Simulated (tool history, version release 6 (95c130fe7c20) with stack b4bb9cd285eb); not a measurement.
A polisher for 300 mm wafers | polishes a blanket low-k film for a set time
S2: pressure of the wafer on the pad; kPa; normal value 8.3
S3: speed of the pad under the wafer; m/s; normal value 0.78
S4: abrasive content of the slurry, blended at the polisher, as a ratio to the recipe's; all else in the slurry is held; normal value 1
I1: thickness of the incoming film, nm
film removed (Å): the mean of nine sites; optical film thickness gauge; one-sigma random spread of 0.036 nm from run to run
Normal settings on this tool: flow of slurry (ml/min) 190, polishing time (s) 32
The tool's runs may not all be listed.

{"run": 1, "hour": 0.0, "flow of slurry (ml/min)": 165, "S2": 8.3, "S3": 0.78, "S4": 1, "polishing time (s)": 32, "I1": 321.2, "film removed (Å)": 55}
{"hour": 30.7, "done": "conditioning disc replaced and pad reconditioned"}
{"run": 2, "hour": 34.2, "flow of slurry (ml/min)": 165, "S2": 8.3, "S3": 0.78, "S4": 1, "polishing time (s)": 32, "I1": 321.2, "film removed (Å)": 54}
{"hour": 57.0, "done": "worn pad replaced by a new one"}
{"run": 3, "hour": 57.5, "flow of slurry (ml/min)": 190, "S2": 8.3, "S3": 0.78, "S4": 1, "polishing time (s)": 32, "I1": 314.3, "film removed (Å)": 55}
{"run": 4, "hour": 91.5, "flow of slurry (ml/min)": 190, "S2": 8.3, "S3": 0.78, "S4": 1, "polishing time (s)": 32, "I1": 313.1, "film removed (Å)": 55}
{"hour": 105.4, "done": "slurry nozzle cleaned"}
{"run": 5, "hour": 107.2, "flow of slurry (ml/min)": 190, "S2": 8.3, "S3": 0.78, "S4": 1, "polishing time (s)": 32, "I1": 320.4, "film removed (Å)": 54}
{"run": 6, "hour": 128.6, "flow of slurry (ml/min)": 190, "S2": 8.3, "S3": 0.78, "S4": 1, "polishing time (s)": 32, "I1": 322.3, "film removed (Å)": 54}
{"run": 7, "hour": 151.7, "flow of slurry (ml/min)": 190, "S2": 8.3, "S3": 0.78, "S4": 1, "polishing time (s)": 32, "I1": 323.8, "film removed (Å)": 54}
{"run": 8, "hour": 184.0, "flow of slurry (ml/min)": 190, "S2": 8.3, "S3": 0.78, "S4": 1, "polishing time (s)": 32, "I1": 321.7, "film removed (Å)": 54}
{"run": 9, "hour": 205.5, "flow of slurry (ml/min)": 190, "S2": 9.7, "S3": 0.78, "S4": 1, "polishing time (s)": 42, "I1": 313.8, "film removed (Å)": 83}
{"run": 10, "hour": 218.4, "flow of slurry (ml/min)": 190, "S2": 8.3, "S3": 0.78, "S4": 1, "polishing time (s)": 32, "I1": 324.8, "film removed (Å)": 54}
{"hour": 228.6, "done": "worn pad replaced by a new one"}
{"run": 11, "hour": 233.4, "flow of slurry (ml/min)": 235, "S2": 8.3, "S3": 0.98, "S4": 1, "polishing time (s)": 37, "I1": 319.6, "film removed (Å)": 76}
{"hour": 255.4, "done": "conditioning disc replaced and pad reconditioned"}
{"run": 12, "hour": 258.7, "flow of slurry (ml/min)": 190, "S2": 6.9, "S3": 0.78, "S4": 1, "polishing time (s)": 32, "I1": 313.5, "film removed (Å)": 45}
{"run": 13, "hour": 273.2, "flow of slurry (ml/min)": 215, "S2": 5.5, "S3": 0.78, "S4": 1, "polishing time (s)": 32, "I1": 319.1, "film removed (Å)": 36}
{"run": 14, "hour": 288.5, "flow of slurry (ml/min)": 235, "S2": 9.7, "S3": 0.78, "S4": 1.25, "polishing time (s)": 32, "I1": 317.4, "film removed (Å)": 69}

What will run 15 give?
{"hour": 296.2, "done": "head pressure recalibrated"}
{"run": 15, "hour": 310.5, "flow of slurry (ml/min)": 230, "S2": 7.6, "S3": 0.78, "S4": 1.2, "polishing time (s)": 32, "I1": 314.7, "film removed (Å)": "?"}

{"run 15": {"film removed (Å)": 54}}
Had the tool carried no hidden state, the very same run would have given film removed (Å) 58.

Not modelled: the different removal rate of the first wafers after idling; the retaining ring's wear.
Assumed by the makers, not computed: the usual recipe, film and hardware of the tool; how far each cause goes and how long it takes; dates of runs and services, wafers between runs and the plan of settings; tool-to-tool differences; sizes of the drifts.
